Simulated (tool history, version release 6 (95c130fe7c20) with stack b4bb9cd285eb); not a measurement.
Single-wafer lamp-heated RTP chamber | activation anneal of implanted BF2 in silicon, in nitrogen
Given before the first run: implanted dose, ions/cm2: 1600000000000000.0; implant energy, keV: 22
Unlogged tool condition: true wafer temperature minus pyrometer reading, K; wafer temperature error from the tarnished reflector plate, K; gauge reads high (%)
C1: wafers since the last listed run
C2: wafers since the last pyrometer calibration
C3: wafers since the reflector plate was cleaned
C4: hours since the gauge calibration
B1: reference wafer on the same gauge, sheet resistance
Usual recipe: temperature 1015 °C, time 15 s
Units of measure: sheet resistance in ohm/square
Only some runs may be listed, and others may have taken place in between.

Run 1, hour 0: usual settings but time 10 s; C1 0; C2 1605; C3 1001; C4 897.9; B1 162.69. Result: sheet resistance 159.99 ohm/square.
Run 2, hour 70.3: usual settings but temperature 1026 °C; C1 1339; C2 2944; C3 2340; C4 968.2; B1 162.29. Result: sheet resistance 139.66 ohm/square.
At hour 151.2: pyrometer window cleaned and pyrometer calibrated.
Run 3, hour 158.7: usual settings but temperature 998 °C; C1 1531; C2 143; C3 3871; C4 1056.6; B1 161.95. Result: sheet resistance 170.04 ohm/square.
Run 4, hour 200.4: usual settings but temperature 998 °C; C1 794; C2 937; C3 4666; C4 1098.3; B1 161.79. Result: sheet resistance 170.43 ohm/square.
Run 5, hour 246.3: usual settings but temperature 998 °C; C1 874; C2 1812; C3 5540; C4 1144.2; B1 161.68. Result: sheet resistance 171.33 ohm/square.
At hour 342.8: reflector plate cleaned.
Run 6, hour 343.3: usual settings; C1 1695; C2 3507; C3 9; C4 1241.2; B1 161.21. Result: sheet resistance 149.82 ohm/square.
At hour 374.7: pyrometer window cleaned and pyrometer calibrated.
Run 7, hour 448.6: usual settings; C1 1853; C2 1408; C3 1862; C4 1346.5; B1 160.7. Result: sheet resistance 148.57 ohm/square.
Run 8, hour 534.9: usual settings but temperature 998 °C; C1 1643; C2 3051; C3 3506; C4 1432.8; B1 160.3. Result: sheet resistance 168.77 ohm/square.
At hour 594.2: gauge calibrated.
At hour 595: pyrometer window cleaned and pyrometer calibrated.
Run 9, hour 630.4: usual settings; C1 1666; C2 673; C3 5173; C4 36.2; B1 166.67. Result: sheet resistance 153.33 ohm/square.
Run 10, hour 704.2: usual settings but time 12 s; C1 1405; C2 2079; C3 6578; C4 110; B1 166.43. Result: sheet resistance 159.22 ohm/square.
At hour 730.9: reflector plate cleaned.
Run 11, hour 812: usual settings but temperature 987 °C, time 9 s; C1 1900; C2 3980; C3 1545; C4 217.8; B1 165.89. Result: sheet resistance 200.89 ohm/square.
At hour 841.1: pyrometer window cleaned and pyrometer calibrated.
Run 12, hour 1028.9: usual settings but temperature 987 °C, time 10 s; C1 3979; C2 3577; C3 5524; C4 434.7; B1 165.15. Result: sheet resistance 196.9 ohm/square.
At hour 1043: pyrometer window cleaned and pyrometer calibrated.
At hour 1105.4: reflector plate cleaned.
Run 13, hour 1116.9: usual settings but time 8 s; C1 1371; C2 1255; C3 218; C4 522.7; B1 164.7. Result: sheet resistance 168.48 ohm/square.

Estimate the outcome of run 14 from the log above:
Run 14, hour 1187.7: usual settings but temperature 1039 °C, time 12 s; C1 1348; C2 2604; C3 1567; C4 593.5; B1 ?. Result: sheet resistance ?.

For run 14 the tool returned B1 164.37, sheet resistance 134.85 ohm/square.
Were there no unlogged condition in the tool, this run, its random variation unchanged, would have produced sheet resistance 136.16 ohm/square.

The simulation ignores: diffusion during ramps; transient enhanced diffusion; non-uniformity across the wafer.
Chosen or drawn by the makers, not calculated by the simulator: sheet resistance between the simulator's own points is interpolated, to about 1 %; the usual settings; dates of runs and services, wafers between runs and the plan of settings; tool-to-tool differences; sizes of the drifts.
